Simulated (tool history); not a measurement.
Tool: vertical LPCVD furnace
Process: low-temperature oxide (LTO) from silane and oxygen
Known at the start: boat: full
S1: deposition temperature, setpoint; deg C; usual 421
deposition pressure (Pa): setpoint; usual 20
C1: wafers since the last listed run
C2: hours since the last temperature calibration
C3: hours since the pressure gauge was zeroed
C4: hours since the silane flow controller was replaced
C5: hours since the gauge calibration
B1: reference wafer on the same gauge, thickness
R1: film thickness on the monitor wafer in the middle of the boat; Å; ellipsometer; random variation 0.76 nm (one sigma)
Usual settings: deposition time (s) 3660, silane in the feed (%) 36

{"run": 1, "hour": 0.0, "S1": 418, "deposition pressure (Pa)": 20, "deposition time (s)": 3270, "silane in the feed (%)": 36, "C1": 0, "C2": 2437.9, "C3": 3751.4, "C4": 2208.9, "C5": 559.5, "B1": 362.92, "R1": 3823.4}
{"run": 2, "hour": 32.7, "S1": 418, "deposition pressure (Pa)": 20, "deposition time (s)": 3270, "silane in the feed (%)": 36, "C1": 436, "C2": 2470.6, "C3": 3784.1, "C4": 2241.6, "C5": 592.2, "B1": 362.82, "R1": 3831.7}
{"run": 3, "hour": 49.2, "S1": 418, "deposition pressure (Pa)": 20, "deposition time (s)": 3270, "silane in the feed (%)": 36, "C1": 220, "C2": 2487.1, "C3": 3800.6, "C4": 2258.1, "C5": 608.7, "B1": 362.89, "R1": 3832.6}
{"hour": 50.3, "done": "gauge calibrated"}
{"run": 4, "hour": 79.4, "S1": 421, "deposition pressure (Pa)": 20, "deposition time (s)": 3660, "silane in the feed (%)": 36, "C1": 403, "C2": 2517.3, "C3": 3830.8, "C4": 2288.3, "C5": 29.1, "B1": 363.06, "R1": 4420.2}
{"run": 5, "hour": 111.9, "S1": 421, "deposition pressure (Pa)": 20, "deposition time (s)": 3660, "silane in the feed (%)": 36, "C1": 433, "C2": 2549.8, "C3": 3863.3, "C4": 2320.8, "C5": 61.6, "B1": 363.03, "R1": 4426.7}
{"run": 6, "hour": 145.5, "S1": 421, "deposition pressure (Pa)": 20, "deposition time (s)": 3660, "silane in the feed (%)": 36, "C1": 448, "C2": 2583.4, "C3": 3896.9, "C4": 2354.4, "C5": 95.2, "B1": 363.04, "R1": 4428.6}
{"run": 7, "hour": 166.1, "S1": 421, "deposition pressure (Pa)": 20, "deposition time (s)": 4740, "silane in the feed (%)": 36, "C1": 274, "C2": 2604, "C3": 3917.5, "C4": 2375, "C5": 115.8, "B1": 362.86, "R1": 5769}
{"run": 8, "hour": 199.7, "S1": 421, "deposition pressure (Pa)": 20, "deposition time (s)": 4740, "silane in the feed (%)": 36, "C1": 448, "C2": 2637.6, "C3": 3951.1, "C4": 2408.6, "C5": 149.4, "B1": 362.97, "R1": 5763.8}
{"run": 9, "hour": 222.5, "S1": 421, "deposition pressure (Pa)": 20, "deposition time (s)": 4740, "silane in the feed (%)": 36, "C1": 304, "C2": 2660.4, "C3": 3973.9, "C4": 2431.4, "C5": 172.2, "B1": 363.05, "R1": 5737.1}
{"run": 10, "hour": 250.5, "S1": 421, "deposition pressure (Pa)": 20, "deposition time (s)": 3660, "silane in the feed (%)": 36, "C1": 373, "C2": 2688.4, "C3": 4001.9, "C4": 2459.4, "C5": 200.2, "B1": 362.97, "R1": 4455.3}
{"run": 11, "hour": 263.2, "S1": 421, "deposition pressure (Pa)": 20, "deposition time (s)": 3660, "silane in the feed (%)": 36, "C1": 169, "C2": 2701.1, "C3": 4014.6, "C4": 2472.1, "C5": 212.9, "B1": 362.92, "R1": 4448.2}
{"run": 12, "hour": 297.7, "S1": 424, "deposition pressure (Pa)": 20, "deposition time (s)": 4470, "silane in the feed (%)": 36, "C1": 460, "C2": 2735.6, "C3": 4049.1, "C4": 2506.6, "C5": 247.4, "B1": 362.9, "R1": 5602.9}
{"run": 13, "hour": 330.0, "S1": 421, "deposition pressure (Pa)": 20, "deposition time (s)": 3660, "silane in the feed (%)": 36, "C1": 431, "C2": 2767.9, "C3": 4081.4, "C4": 2538.9, "C5": 279.7, "B1": 363.06, "R1": 4464.5}
{"hour": 355.9, "done": "thermocouples replaced and temperature profile calibrated"}
{"run": 14, "hour": 356.4, "S1": 421, "deposition pressure (Pa)": 20, "deposition time (s)": 3030, "silane in the feed (%)": 36, "C1": 32, "C2": 0.5, "C3": 4107.8, "C4": 2565.3, "C5": 306.1, "B1": 362.97, "R1": 3566.4}
{"run": 15, "hour": 367.6, "S1": 421, "deposition pressure (Pa)": 20, "deposition time (s)": 3660, "silane in the feed (%)": 36, "C1": 149, "C2": 11.7, "C3": 4119, "C4": 2576.5, "C5": 317.3, "B1": 362.97, "R1": 4333.5}
{"run": 16, "hour": 384.5, "S1": 421, "deposition pressure (Pa)": 20, "deposition time (s)": 3660, "silane in the feed (%)": 41, "C1": 225, "C2": 28.6, "C3": 4135.9, "C4": 2593.4, "C5": 334.2, "B1": 362.99, "R1": 5029.7}
{"run": 17, "hour": 411.8, "S1": 424, "deposition pressure (Pa)": 20, "deposition time (s)": 4470, "silane in the feed (%)": 36, "C1": 364, "C2": 55.9, "C3": 4163.2, "C4": 2620.7, "C5": 361.5, "B1": 363.16, "R1": 5450.2}
{"hour": 448.8, "done": "silane flow controller replaced"}
{"run": 18, "hour": 449.3, "S1": 409, "deposition pressure (Pa)": 20, "deposition time (s)": 3660, "silane in the feed (%)": 36, "C1": 180, "C2": 93.4, "C3": 4200.7, "C4": 0.5, "C5": 399, "B1": 362.94, "R1": 3792.2}
{"run": 19, "hour": 472.2, "S1": 421, "deposition pressure (Pa)": 20, "deposition time (s)": 3660, "silane in the feed (%)": 36, "C1": 305, "C2": 116.3, "C3": 4223.6, "C4": 23.4, "C5": 421.9, "B1": 362.86, "R1": 4322.9}
{"run": 20, "hour": 502.8, "S1": 421, "deposition pressure (Pa)": 24.7, "deposition time (s)": 5040, "silane in the feed (%)": 36, "C1": 408, "C2": 146.9, "C3": 4254.2, "C4": 54, "C5": 452.5, "B1": 362.96, "R1": 7243.6}
{"hour": 526.9, "done": "gauge calibrated"}
{"hour": 535.9, "done": "pressure gauge zeroed"}
{"run": 21, "hour": 536.4, "S1": 431, "deposition pressure (Pa)": 22, "deposition time (s)": 2490, "silane in the feed (%)": 31, "C1": 128, "C2": 180.5, "C3": 0.5, "C4": 87.6, "C5": 9.5, "B1": 363.12, "R1": 2792.1}
{"run": 22, "hour": 624.9, "S1": 426, "deposition pressure (Pa)": 20, "deposition time (s)": 2670, "silane in the feed (%)": 36, "C1": 1181, "C2": 269, "C3": 89, "C4": 176.1, "C5": 98, "B1": 362.99, "R1": 3139.6}
{"run": 23, "hour": 637.9, "S1": 421, "deposition pressure (Pa)": 18, "deposition time (s)": 4110, "silane in the feed (%)": 34, "C1": 173, "C2": 282, "C3": 102, "C4": 189.1, "C5": 111, "B1": 363.05, "R1": 3844.4}
{"run": 24, "hour": 660.4, "S1": 432, "deposition pressure (Pa)": 17.3, "deposition time (s)": 3120, "silane in the feed (%)": 42, "C1": 300, "C2": 304.5, "C3": 124.5, "C4": 211.6, "C5": 133.5, "B1": 363, "R1": 4035.6}
{"run": 25, "hour": 682.3, "S1": 421, "deposition pressure (Pa)": 20, "deposition time (s)": 3660, "silane in the feed (%)": 36, "C1": 292, "C2": 326.4, "C3": 146.4, "C4": 233.5, "C5": 155.4, "B1": 363.03, "R1": 4109.9}

4 ways to go on from here, each from the tool as it stands after run 25. What would each give?
{"run": "A", "hour": 687.5, "S1": 421, "deposition pressure (Pa)": 20, "deposition time (s)": 4380, "silane in the feed (%)": 36, "C1": 69, "C2": 331.6, "C3": 151.6, "C4": 238.7, "C5": 160.6, "B1": "?", "R1": "?"}
{"run": "B", "hour": 687.5, "S1": 417, "deposition pressure (Pa)": 24, "deposition time (s)": 2940, "silane in the feed (%)": 39, "C1": 69, "C2": 331.6, "C3": 151.6, "C4": 238.7, "C5": 160.6, "B1": "?", "R1": "?"}
{"run": "C", "hour": 687.5, "S1": 421, "deposition pressure (Pa)": 20, "deposition time (s)": 4860, "silane in the feed (%)": 33, "C1": 69, "C2": 331.6, "C3": 151.6, "C4": 238.7, "C5": 160.6, "B1": "?", "R1": "?"}
{"run": "D", "hour": 687.5, "S1": 421, "deposition pressure (Pa)": 22.7, "deposition time (s)": 3660, "silane in the feed (%)": 36, "C1": 69, "C2": 331.6, "C3": 151.6, "C4": 238.7, "C5": 160.6, "B1": "?", "R1": "?"}

run=A B1=362.97 R1=4895.6
run=B B1=362.97 R1=4161.4
run=C B1=362.97 R1=4857
run=D B1=362.97 R1=4633.5
Without the tool's hidden state the same runs would have given:
run=A R1=4852.7
run=B R1=4128.5
run=C R1=4814
run=D R1=4595.6

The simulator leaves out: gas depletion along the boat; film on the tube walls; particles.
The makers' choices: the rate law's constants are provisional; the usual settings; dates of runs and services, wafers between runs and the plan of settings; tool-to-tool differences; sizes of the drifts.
